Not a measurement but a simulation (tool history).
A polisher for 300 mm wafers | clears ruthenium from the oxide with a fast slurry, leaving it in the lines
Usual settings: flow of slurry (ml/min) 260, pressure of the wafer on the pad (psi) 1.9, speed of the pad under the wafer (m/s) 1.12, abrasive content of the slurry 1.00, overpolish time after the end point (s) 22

| run | day | flow of slurry (ml/min) | pressure of the wafer on the pad (psi) | speed of the pad under the wafer (m/s) | abrasive content of the slurry | overpolish time after the end point (s) | incoming thickness of the incoming film, nm | time until the end point was called (s) | dishing of a wide line in a test structure (angstrom) |
|---|---|---|---|---|---|---|---|---|---|
| 1 | 0.000 | 260 | 1.9 | 1.12 | 1.00 | 22 | 169.1 | 64.1 | 367 |
| 2 | 3.454 | 260 | 1.9 | 1.12 | 1.00 | 22 | 170.6 | 64.5 | 366 |
| 3 | 7.150 | 260 | 1.9 | 1.12 | 1.00 | 19 | 168.8 | 65.9 | 328 |
|  | 9.917 | worn pad replaced by a new one |
| 4 | 11.067 | 260 | 1.9 | 1.12 | 1.00 | 19 | 169.6 | 65.6 | 324 |
|  | 12.429 | head pressure recalibrated |
| 5 | 15.100 | 260 | 1.9 | 1.12 | 1.00 | 19 | 171.1 | 64.1 | 318 |
|  | 16.025 | slurry nozzle cleaned |
| 6 | 18.017 | 260 | 1.9 | 1.12 | 1.00 | 22 | 169.0 | 66.6 | 355 |
|  | 18.808 | slurry blender recalibrated |
| 7 | 22.075 | 205 | 1.9 | 1.12 | 1.00 | 22 | 169.3 | 63.2 | 378 |
| 8 | 23.692 | 225 | 1.4 | 0.74 | 1.00 | 11 | 171.6 | 128.5 | 117 |
| 9 | 28.025 | 260 | 1.9 | 1.12 | 1.20 | 22 | 170.6 | 60.4 | 376 |
| 10 | 29.704 | 260 | 1.9 | 1.12 | 1.00 | 22 | 168.3 | 63.0 | 357 |
|  | 31.000 | worn pad replaced by a new one |
| 11 | 32.333 | 230 | 1.9 | 1.12 | 1.00 | 22 | 171.2 | 66.5 | 361 |
| 12 | 34.562 | 260 | 1.9 | 1.12 | 1.00 | 22 | 170.2 | 68.7 | 357 |
|  | 36.008 | head pressure recalibrated |
| 13 | 36.754 | 260 | 1.4 | 1.34 | 0.80 | 22 | 169.4 | 78.6 | 318 |
|  | 37.900 | slurry nozzle cleaned |
| 14 | 40.638 | 260 | 1.9 | 1.12 | 1.00 | 22 | 170.4 | 66.7 | 351 |
| 15 | 43.696 | 260 | 2.4 | 1.42 | 1.00 | 15 | 169.5 | 44.3 | 375 |
| 16 | 45.504 | 230 | 1.9 | 1.12 | 1.00 | 22 | 167.5 | 68.1 | 348 |
|  | 45.917 | slurry blender recalibrated |
| 17 | 48.475 | 260 | 1.9 | 1.12 | 1.00 | 15 | 166.9 | 58.8 | 293 |
| 18 | 52.412 | 260 | 2.4 | 1.12 | 0.70 | 13 | 171.1 | 58.1 | 273 |
| 19 | 54.862 | 225 | 1.9 | 1.12 | 1.00 | 17 | 170.3 | 65.1 | 305 |
| 20 | 57.321 | 260 | 1.9 | 1.12 | 1.00 | 22 | 168.9 | 67.3 | 366 |
|  | 58.700 | worn pad replaced by a new one |
|  | 60.450 | slurry nozzle cleaned |
| 21 | 61.767 | 205 | 1.9 | 1.12 | 1.00 | 30 | 169.8 | 68.3 | 435 |
|  | 64.004 | head pressure recalibrated |
| 22 | 64.258 | 260 | 1.9 | 0.90 | 1.10 | 22 | 168.8 | 77.4 | 313 |
| 23 | 67.775 | 260 | 1.9 | 1.12 | 1.00 | 17 | 168.7 | 63.7 | 295 |
|  | 67.879 | slurry blender recalibrated |
| 24 | 70.517 | 260 | 1.9 | 1.12 | 1.00 | 22 | 170.7 | 61.7 | 382 |
| 25 | 74.962 | 260 | 1.9 | 1.12 | 1.00 | 32 | 166.4 | 62.2 | 465 |
| 26 | 76.658 | 260 | 1.9 | 1.12 | 1.00 | 22 | 169.4 | 63.0 | 365 |
|  | 80.117 | worn pad replaced by a new one |
| 27 | 80.854 | 325 | 2.3 | 1.50 | 0.75 | 22 | 171.1 | 44.6 | 469 |
| 28 | 82.588 | 300 | 2.4 | 1.12 | 1.00 | 22 | 172.8 | 51.6 | 420 |
| 29 | 84.383 | 260 | 1.9 | 1.12 | 1.25 | 30 | 169.6 | 63.3 | 456 |

Forecast each of these 3 alternatives for the next run:
| A | 84.400 | 260 | 1.9 | 1.12 | 1.00 | 22 | 168.4 | ? | ? |
| B | 84.400 | 260 | 2.1 | 1.12 | 1.00 | 22 | 168.4 | ? | ? |
| C | 84.400 | 230 | 1.9 | 1.52 | 1.30 | 22 | 168.4 | ? | ? |

| run | time until the end point was called (s) | dishing of a wide line in a test structure (angstrom) |
|---|---|---|
| A | 64.9 | 347 |
| B | 59.2 | 369 |
| C | 44.3 | 442 |
Without the tool's hidden state the same runs would have given:
| run | time until the end point was called (s) | dishing of a wide line in a test structure (angstrom) |
|---|---|---|
| A | 57.3 | 377 |
| B | 52.2 | 400 |
| C | 39.5 | 470 |
